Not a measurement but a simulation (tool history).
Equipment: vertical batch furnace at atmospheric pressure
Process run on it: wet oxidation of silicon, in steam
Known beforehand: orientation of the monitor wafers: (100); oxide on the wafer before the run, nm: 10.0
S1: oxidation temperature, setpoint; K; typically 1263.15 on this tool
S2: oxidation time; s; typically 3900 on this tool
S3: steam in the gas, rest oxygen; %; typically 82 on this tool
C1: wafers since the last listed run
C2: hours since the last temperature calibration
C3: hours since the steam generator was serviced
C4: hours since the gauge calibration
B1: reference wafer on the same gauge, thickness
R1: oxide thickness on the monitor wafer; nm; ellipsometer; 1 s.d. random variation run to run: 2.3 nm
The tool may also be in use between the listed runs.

run 1 hour=0.0 | S1=1263.15 S2=3900 S3=82 | C1=0 C2=751.6 C3=811.9 C4=1661.5 | B1=407.94 | R1=372.95
run 2 hour=97.3 | S1=1263.15 S2=3900 S3=82 | C1=777 C2=848.9 C3=909.2 C4=1758.8 | B1=408.48 | R1=372.64
run 3 hour=148.8 | S1=1263.15 S2=3900 S3=82 | C1=411 C2=900.4 C3=960.7 C4=1810.3 | B1=408.15 | R1=371.81
run 4 hour=246.6 | S1=1257.15 S2=3900 S3=82 | C1=781 C2=998.2 C3=1058.5 C4=1908.1 | B1=407.78 | R1=353.73
run 5 hour=352.7 | S1=1263.15 S2=3900 S3=82 | C1=847 C2=1104.3 C3=1164.6 C4=2014.2 | B1=407.81 | R1=370.39
run 6 hour=447.3 | S1=1263.15 S2=3900 S3=82 | C1=755 C2=1198.9 C3=1259.2 C4=2108.8 | B1=408.14 | R1=365.63
run 7 hour=531.1 | S1=1263.15 S2=3900 S3=82 | C1=669 C2=1282.7 C3=1343.0 C4=2192.6 | B1=407.76 | R1=365.70
run 8 hour=633.1 | S1=1263.15 S2=3900 S3=82 | C1=814 C2=1384.7 C3=1445.0 C4=2294.6 | B1=407.99 | R1=362.19
run 9 hour=682.1 | S1=1263.15 S2=3900 S3=82 | C1=391 C2=1433.7 C3=1494.0 C4=2343.6 | B1=408.22 | R1=362.53
run 10 hour=726.6 | S1=1263.15 S2=3900 S3=82 | C1=355 C2=1478.2 C3=1538.5 C4=2388.1 | B1=407.92 | R1=360.59
-- hour=767.0 steam generator serviced
run 11 hour=807.8 | S1=1263.15 S2=3900 S3=82 | C1=456 C2=1559.4 C3=40.8 C4=2469.3 | B1=408.04 | R1=372.55
-- hour=891.2 thermocouples replaced and temperature profile calibrated
run 12 hour=891.7 | S1=1263.15 S2=3900 S3=82 | C1=478 C2=0.5 C3=124.7 C4=2553.2 | B1=408.39 | R1=377.21
run 13 hour=938.5 | S1=1263.15 S2=3900 S3=82 | C1=373 C2=47.3 C3=171.5 C4=2600.0 | B1=407.71 | R1=377.63
-- hour=993.1 gauge calibrated
run 14 hour=1008.7 | S1=1263.15 S2=3900 S3=82 | C1=560 C2=117.5 C3=241.7 C4=15.6 | B1=407.98 | R1=372.31
run 15 hour=1045.5 | S1=1263.15 S2=3900 S3=82 | C1=293 C2=154.3 C3=278.5 C4=52.4 | B1=408.15 | R1=379.85
run 16 hour=1115.1 | S1=1249.15 S2=3900 S3=82 | C1=555 C2=223.9 C3=348.1 C4=122.0 | B1=407.32 | R1=338.99
run 17 hour=1203.5 | S1=1241.15 S2=5340 S3=71 | C1=705 C2=312.3 C3=436.5 C4=210.4 | B1=407.48 | R1=354.13
run 18 hour=1420.8 | S1=1263.15 S2=3900 S3=82 | C1=1735 C2=529.6 C3=653.8 C4=427.7 | B1=408.01 | R1=373.90
run 19 hour=1490.1 | S1=1252.15 S2=5250 S3=78 | C1=553 C2=598.9 C3=723.1 C4=497.0 | B1=408.47 | R1=408.77
run 20 hour=1595.0 | S1=1263.15 S2=3900 S3=82 | C1=837 C2=703.8 C3=828.0 C4=601.9 | B1=407.86 | R1=372.57
run 21 hour=1669.2 | S1=1263.15 S2=3900 S3=82 | C1=592 C2=778.0 C3=902.2 C4=676.1 | B1=407.39 | R1=376.52
run 22 hour=1757.9 | S1=1254.15 S2=3900 S3=82 | C1=708 C2=866.7 C3=990.9 C4=764.8 | B1=407.17 | R1=347.63
run 23 hour=1829.6 | S1=1241.15 S2=3900 S3=82 | C1=572 C2=938.4 C3=1062.6 C4=836.5 | B1=407.87 | R1=308.61
run 24 hour=1900.4 | S1=1263.15 S2=3900 S3=82 | C1=565 C2=1009.2 C3=1133.4 C4=907.3 | B1=408.11 | R1=369.08
run 25 hour=1956.0 | S1=1263.15 S2=3900 S3=82 | C1=444 C2=1064.8 C3=1189.0 C4=962.9 | B1=407.84 | R1=371.05
run 26 hour=2008.0 | S1=1246.15 S2=2790 S3=76 | C1=415 C2=1116.8 C3=1241.0 C4=1014.9 | B1=407.95 | R1=236.79
run 27 hour=2045.3 | S1=1248.15 S2=4470 S3=79 | C1=297 C2=1154.1 C3=1278.3 C4=1052.2 | B1=407.73 | R1=348.66
run 28 hour=2099.3 | S1=1280.15 S2=2040 S3=82 | C1=431 C2=1208.1 C3=1332.3 C4=1106.2 | B1=408.04 | R1=263.49
run 29 hour=2201.3 | S1=1263.15 S2=3900 S3=82 | C1=814 C2=1310.1 C3=1434.3 C4=1208.2 | B1=407.99 | R1=364.84
run 30 hour=2255.3 | S1=1263.15 S2=3900 S3=76 | C1=431 C2=1364.1 C3=1488.3 C4=1262.2 | B1=408.32 | R1=343.51
run 31 hour=2338.5 | S1=1281.15 S2=5730 S3=88 | C1=664 C2=1447.3 C3=1571.5 C4=1345.4 | B1=407.86 | R1=554.75
run 32 hour=2411.2 | S1=1239.15 S2=2550 S3=88 | C1=580 C2=1520.0 C3=1644.2 C4=1418.1 | B1=408.34 | R1=225.77
run 33 hour=2478.6 | S1=1276.15 S2=3900 S3=88 | C1=538 C2=1587.4 C3=1711.6 C4=1485.5 | B1=408.17 | R1=416.25

Below are 4 alternative next runs, each starting from the tool's condition after run 33. Predict each:
run A hour=2483.9 | S1=1263.15 S2=1980 S3=82 | C1=13 C2=1592.7 C3=1716.9 C4=1490.8 | B1=? | R1=?
run B hour=2483.9 | S1=1263.15 S2=2940 S3=82 | C1=13 C2=1592.7 C3=1716.9 C4=1490.8 | B1=? | R1=?
run C hour=2483.9 | S1=1276.15 S2=2340 S3=92 | C1=13 C2=1592.7 C3=1716.9 C4=1490.8 | B1=? | R1=?
run D hour=2483.9 | S1=1263.15 S2=5850 S3=92 | C1=13 C2=1592.7 C3=1716.9 C4=1490.8 | B1=? | R1=?

run=A B1=407.38 R1=219.27
run=B B1=407.38 R1=293.36
run=C B1=407.38 R1=300.74
run=D B1=407.38 R1=512.20
Take away the tool's hidden state, keep each run's random variation, and the runs would have read:
run=A R1=231.80
run=B R1=309.49
run=C R1=316.89
run=D R1=538.09

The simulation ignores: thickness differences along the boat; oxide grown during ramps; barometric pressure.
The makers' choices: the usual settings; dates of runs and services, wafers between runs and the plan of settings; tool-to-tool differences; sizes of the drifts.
